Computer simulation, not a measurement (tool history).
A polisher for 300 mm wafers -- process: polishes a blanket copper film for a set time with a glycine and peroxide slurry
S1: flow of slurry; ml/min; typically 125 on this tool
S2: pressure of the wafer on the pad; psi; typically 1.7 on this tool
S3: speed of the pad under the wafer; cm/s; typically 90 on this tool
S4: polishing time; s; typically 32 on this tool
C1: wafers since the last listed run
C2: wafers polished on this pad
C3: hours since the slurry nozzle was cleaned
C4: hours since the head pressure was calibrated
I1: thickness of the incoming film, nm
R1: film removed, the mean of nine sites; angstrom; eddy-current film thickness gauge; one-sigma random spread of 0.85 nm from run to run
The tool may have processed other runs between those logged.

run 1 hour=0 | S1=125 S2=1.7 S3=90 S4=32 | C1=0 C2=162 C3=578.6 C4=539.9 | I1=2085.8 | R1=968
run 2 hour=53.8 | S1=125 S2=1.7 S3=90 S4=32 | C1=491 C2=654 C3=632.4 C4=593.7 | I1=2080.9 | R1=965
run 3 hour=128.1 | S1=150 S2=1.7 S3=90 S4=32 | C1=679 C2=1333 C3=706.7 C4=668 | I1=2105 | R1=1017
run 4 hour=223.4 | S1=150 S2=1.7 S3=90 S4=32 | C1=871 C2=2205 C3=802 C4=763.3 | I1=2090.7 | R1=1015
-- hour=251.9 worn pad replaced by a new one
run 5 hour=270.9 | S1=125 S2=1.7 S3=90 S4=32 | C1=397 C2=173 C3=849.5 C4=810.8 | I1=2100.7 | R1=961
-- hour=313.5 slurry nozzle cleaned
run 6 hour=345.6 | S1=125 S2=1.9 S3=90 S4=32 | C1=673 C2=847 C3=32.1 C4=885.5 | I1=2091.7 | R1=954
run 7 hour=449.3 | S1=125 S2=1.9 S3=90 S4=32 | C1=948 C2=1795 C3=135.8 C4=989.2 | I1=2068.6 | R1=903
-- hour=529.6 worn pad replaced by a new one
-- hour=533.9 head pressure recalibrated
run 8 hour=547.3 | S1=125 S2=1.9 S3=90 S4=32 | C1=841 C2=143 C3=233.8 C4=13.4 | I1=2087.5 | R1=870
-- hour=565.6 slurry nozzle cleaned, repeated, since the last time left the tool worse
run 9 hour=615.2 | S1=125 S2=1.3 S3=78 S4=32 | C1=611 C2=754 C3=49.6 C4=81.3 | I1=2109.5 | R1=810
run 10 hour=681.8 | S1=125 S2=1.3 S3=78 S4=32 | C1=608 C2=1363 C3=116.2 C4=147.9 | I1=2049.1 | R1=779
run 11 hour=740.1 | S1=150 S2=1.3 S3=100 S4=22 | C1=532 C2=1896 C3=174.5 C4=206.2 | I1=2079.3 | R1=629
run 12 hour=836.9 | S1=90 S2=1.7 S3=90 S4=32 | C1=884 C2=2781 C3=271.3 C4=303 | I1=2073.3 | R1=888
-- hour=842.1 worn pad replaced by a new one
run 13 hour=903.6 | S1=125 S2=1.7 S3=90 S4=32 | C1=573 C2=562 C3=338 C4=369.7 | I1=2050.6 | R1=991
run 14 hour=993.3 | S1=145 S2=1.4 S3=104 S4=24 | C1=820 C2=1382 C3=427.7 C4=459.4 | I1=2078.2 | R1=718
run 15 hour=1074.4 | S1=145 S2=2.1 S3=122 S4=32 | C1=741 C2=2123 C3=508.8 C4=540.5 | I1=2098.2 | R1=1424
run 16 hour=1167.1 | S1=125 S2=1.7 S3=58 S4=25 | C1=847 C2=2971 C3=601.5 C4=633.2 | I1=2134.9 | R1=632
-- hour=1194.6 worn pad replaced by a new one
run 17 hour=1260.4 | S1=125 S2=1.3 S3=78 S4=32 | C1=816 C2=601 C3=694.8 C4=726.5 | I1=2097.4 | R1=756
run 18 hour=1354.8 | S1=125 S2=1.7 S3=90 S4=32 | C1=863 C2=1464 C3=789.2 C4=820.9 | I1=2057 | R1=986
-- hour=1461 worn pad replaced by a new one
run 19 hour=1461.5 | S1=125 S2=1.5 S3=90 S4=36 | C1=938 C2=4 C3=895.9 C4=927.6 | I1=2092.5 | R1=1005
-- hour=1467.4 slurry nozzle cleaned
run 20 hour=1544.1 | S1=125 S2=1.7 S3=102 S4=32 | C1=746 C2=750 C3=76.7 C4=1010.2 | I1=2092.8 | R1=1093

Hidden condition of the tool, last listed run before each entry between runs versus first listed run after:
In the gap between runs 4 and 5: worn pad replaced by a new one (hour 251.9)
  slurry flow missing at the pad, %: 21.8 -> 22
  what was measured, less what the result would be without the hidden state, R1: -56 -> -63 angstrom
In the gap between runs 5 and 6: slurry nozzle cleaned (hour 313.5)
  slurry flow missing at the pad, %: 22 -> 41.1
  what was measured, less what the result would be without the hidden state, R1: -63 -> -167 angstrom
In the gap between runs 7 and 8: worn pad replaced by a new one (hour 529.6); head pressure recalibrated (hour 533.9)
  slurry flow missing at the pad, %: 47.3 -> 51.5
  what was measured, less what the result would be without the hidden state, R1: -210 -> -247 angstrom
In the gap between runs 8 and 9: slurry nozzle cleaned, repeated, since the last time left the tool worse (hour 565.6)
  slurry flow missing at the pad, %: 51.5 -> 4.16
  what was measured, less what the result would be without the hidden state, R1: -247 -> -8 angstrom
In the gap between runs 12 and 13: worn pad replaced by a new one (hour 842.1)
  slurry flow missing at the pad, %: 14.5 -> 16.4
  what was measured, less what the result would be without the hidden state, R1: -48 -> -44 angstrom
In the gap between runs 16 and 17: worn pad replaced by a new one (hour 1194.6)
  slurry flow missing at the pad, %: 20.5 -> 21.3
  what was measured, less what the result would be without the hidden state, R1: -38 -> -47 angstrom
In the gap between runs 18 and 19: worn pad replaced by a new one (hour 1461)
  slurry flow missing at the pad, %: 21.9 -> 22.3
  what was measured, less what the result would be without the hidden state, R1: -64 -> -68 angstrom
In the gap between runs 19 and 20: slurry nozzle cleaned (hour 1467.4)
  slurry flow missing at the pad, %: 22.3 -> 6.12
  what was measured, less what the result would be without the hidden state, R1: -68 -> -16 angstrom
